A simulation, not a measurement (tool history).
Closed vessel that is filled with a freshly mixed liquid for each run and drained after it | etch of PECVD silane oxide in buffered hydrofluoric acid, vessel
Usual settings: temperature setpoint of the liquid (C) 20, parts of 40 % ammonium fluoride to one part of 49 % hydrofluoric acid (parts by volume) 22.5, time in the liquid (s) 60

run    hour  temperature setpoint of the liquid (C)  parts of 40 % ammonium fluoride to one part of 49 % hydrofluoric acid (parts by volume)  time in the liquid (s)  wafers since the last listed run  hours since the thermometer was replaced  hours since the hydrofluoric acid flow meter was replaced  hours since the gauge calibration  read-back film thickness of the PECVD silane oxide reference wafer, read on the same gauge (nm)  thickness taken off the PECVD silane oxide on a monitor wafer (nm)
  1       0                                      20                                                                                     18.5                      60                                 0                                     530.7                                                      609.3                              312.6                                                                                            90.01                                                               89.32
       67.1  -- thermometer replaced
  2      86                                      20                                                                                     18.5                      60                              6600                                      18.9                                                      695.3                              398.6                                                                                            90.01                                                               97.06
  3   163.9                                      20                                                                                     22.5                      60                              6049                                      96.8                                                      773.2                              476.5                                                                                            89.99                                                               82.81
  4   222.7                                      20                                                                                     22.5                      60                              4565                                     155.6                                                        832                              535.3                                                                                               90                                                               81.36
  5   272.1                                      20                                                                                     22.5                      70                              3836                                       205                                                      881.4                              584.7                                                                                            90.02                                                               95.79
  6     350                                      20                                                                                     22.5                      70                              6049                                     282.9                                                      959.3                              662.6                                                                                               90                                                               93.63
  7   410.2                                      20                                                                                     22.5                      70                              4674                                     343.1                                                     1019.5                              722.8                                                                                               90                                                               94.57
  8   506.4                                      20                                                                                     22.5                      60                              7470                                     439.3                                                     1115.7                                819                                                                                            90.01                                                               79.42
  9   602.3                                      20                                                                                     22.5                      60                              7446                                     535.2                                                     1211.6                              914.9                                                                                            90.02                                                               79.31
 10   650.5                                      20                                                                                     22.5                      60                              3742                                     583.4                                                     1259.8                              963.1                                                                                            89.99                                                               79.62
      659.1  -- hydrofluoric acid flow meter replaced
 11   692.6                                      20                                                                                     22.5                      80                              3191                                     625.5                                                       33.5                             1005.2                                                                                            89.98                                                               98.63
      732.4  -- thermometer replaced
 12   791.4                                      20                                                                                     22.5                      85                              7594                                        59                                                      132.3                               1104                                                                                               90                                                               112.7
 13   838.5                                      20                                                                                     22.5                      85                              3657                                     106.1                                                      179.4                             1151.1                                                                                               90                                                              113.16
 14   906.6                                      20                                                                                     22.5                      60                              5288                                     174.2                                                      247.5                             1219.2                                                                                            90.01                                                                79.5
 15   998.7                                      20                                                                                     22.5                      60                              7151                                     266.3                                                      339.6                             1311.3                                                                                            89.99                                                               77.37
 16  1059.9                                      20                                                                                       30                      70                              4752                                     327.5                                                      400.8                             1372.5                                                                                            90.01                                                               73.37
 17  1151.1                                      20                                                                                       30                      70                              7081                                     418.7                                                        492                             1463.7                                                                                            89.99                                                               73.48
 18  1217.4                                    21.5                                                                                       20                      40                              5148                                       485                                                      558.3                               1530                                                                                               90                                                               61.08
 19  1304.6                                      20                                                                                     22.5                      60                              6771                                     572.2                                                      645.5                             1617.2                                                                                            89.99                                                               76.03
 20  1381.1                                      20                                                                                     22.5                      60                              5940                                     648.7                                                        722                             1693.7                                                                                            90.01                                                               75.51
     1451.6  -- thermometer replaced
 21  1484.3                                      22                                                                                       17                      90                              7936                                      32.7                                                      825.2                             1796.9                                                                                            90.02                                                              184.48
 22  1543.1                                    18.5                                                                                     22.5                      85                              4565                                      91.5                                                        884                             1855.7                                                                                            89.99                                                              107.17
 23  1585.8                                      20                                                                                     27.5                      60                              3315                                     134.2                                                      926.7                             1898.4                                                                                               90                                                               72.68
     1607.9  -- gauge calibrated
 24  1688.7                                      17                                                                                     22.5                      60                              7990                                     237.1                                                     1029.6                               80.8                                                                                            89.98                                                               68.54
 25    1726                                      18                                                                                     22.5                      60                              2896                                     274.4                                                     1066.9                              118.1                                                                                            90.03                                                               72.65
 26  1802.7                                      20                                                                                     22.5                      60                              5955                                     351.1                                                     1143.6                              194.8                                                                                            89.99                                                                81.9
 27  1897.2                                      20                                                                                     15.5                      95                              7338                                     445.6                                                     1238.1                              289.3                                                                                               90                                                              187.79
       1909  -- hydrofluoric acid flow meter replaced
 28  1934.7                                      20                                                                                       30                      60                              2834                                     483.1                                                       25.7                              326.8                                                                                            89.97                                                               61.93
 29  1979.5                                      20                                                                                     15.5                      70                              3478                                     527.9                                                       70.5                              371.6                                                                                            89.99                                                              121.36
 30  2026.6                                      23                                                                                     22.5                      30                              3657                                       575                                                      117.6                              418.7                                                                                            89.98                                                               43.33

The same runs without the tool's hidden state, with the same run-to-run variation:
The hidden state here: liquid colder than its thermometer reads (K); hydrofluoric acid flow above the setpoint (%); gauge reads high (%).
run  thickness taken off the PECVD silane oxide on a monitor wafer (nm)
  1                                                               92.39
  2                                                               91.34
  3                                                               80.01
  4                                                               78.99
  5                                                               93.41
  6                                                               91.97
  7                                                                93.4
  8                                                                79.1
  9                                                               79.67
 10                                                               80.35
 11                                                              107.32
 12                                                              112.65
 13                                                               113.6
 14                                                               80.28
 15                                                               78.73
 16                                                               75.06
 17                                                               75.78
 18                                                               62.14
 19                                                               79.44
 20                                                               79.43
 21                                                              171.82
 22                                                              102.88
 23                                                               70.04
 24                                                               66.71
 25                                                               70.91
 26                                                               80.49
 27                                                               179.7
 28                                                               66.46
 29                                                              130.08
 30                                                                46.8
